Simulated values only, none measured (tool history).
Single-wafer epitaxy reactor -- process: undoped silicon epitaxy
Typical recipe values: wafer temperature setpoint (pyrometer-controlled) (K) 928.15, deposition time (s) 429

run	hour	wafer temperature setpoint (pyrometer-controlled) (K)	deposition time (s)	wafers since the last listed run	hours since the last pyrometer calibration	hours since the gauge calibration	read-back reference wafer on the same gauge, thickness_nm	mean film thickness on the monitor wafer (angstrom)
1	0.0	928.15	429	0	1006.7	339.1	82.322	878.12
2	30.4	928.15	429	140	1037.1	369.5	82.178	872.56
3	62.5	928.15	429	148	1069.2	401.6	82.190	880.81
4	83.4	938.15	371	96	1090.1	422.5	82.049	910.94
5	103.8	938.15	371	94	1110.5	442.9	82.219	911.97
6	134.9	928.15	409	144	1141.6	474.0	81.996	848.01
7	157.9	928.15	409	106	1164.6	497.0	82.282	849.87
8	173.8	928.15	409	73	1180.5	512.9	82.146	852.83
9	191.7	922.15	377	82	1198.4	530.8	82.315	694.67
10	221.4	922.15	377	137	1228.1	560.5	82.235	705.21
11	256.7	939.15	429	163	1263.4	595.8	82.168	1092.79
12	271.2	928.15	429	67	1277.9	610.3	82.069	895.44
# hour 292.8: gauge calibrated
13	301.1	935.15	495	138	1307.8	8.3	82.204	1181.77
14	332.3	923.15	513	144	1339.0	39.5	82.271	988.64
15	368.1	928.15	347	165	1374.8	75.3	82.377	725.59
16	387.3	937.15	429	88	1394.0	94.5	82.084	1068.57
# hour 415.7: pyrometer calibrated
17	416.2	941.15	484	96	0.5	123.4	82.199	1179.12
18	447.5	928.15	429	144	31.8	154.7	82.194	820.41
19	460.5	935.15	386	60	44.8	167.7	82.308	844.35
20	484.0	924.15	429	108	68.3	191.2	82.198	759.76
21	496.2	928.15	429	56	80.5	203.4	82.134	825.52
22	510.5	918.15	392	66	94.8	217.7	82.328	622.36
23	527.5	928.15	461	78	111.8	234.7	82.090	886.26
24	559.4	936.15	453	147	143.7	266.6	82.441	1010.99

Hidden condition of the tool, last listed run before each entry between runs versus first listed run after:
Run 12 -> run 13: gauge calibrated (hour 292.8)
  wafer temperature above the value expected at the setpoint (K): 5.26 -> 5.37
  measured result minus the result with no hidden state, mean film thickness on the monitor wafer (angstrom): +84.62 -> +112.54
Run 16 -> run 17: pyrometer calibrated (hour 415.7)
  wafer temperature above the value expected at the setpoint (K): 5.7 -> 0.518
  measured result minus the result with no hidden state, mean film thickness on the monitor wafer (angstrom): +107.24 -> +11.25

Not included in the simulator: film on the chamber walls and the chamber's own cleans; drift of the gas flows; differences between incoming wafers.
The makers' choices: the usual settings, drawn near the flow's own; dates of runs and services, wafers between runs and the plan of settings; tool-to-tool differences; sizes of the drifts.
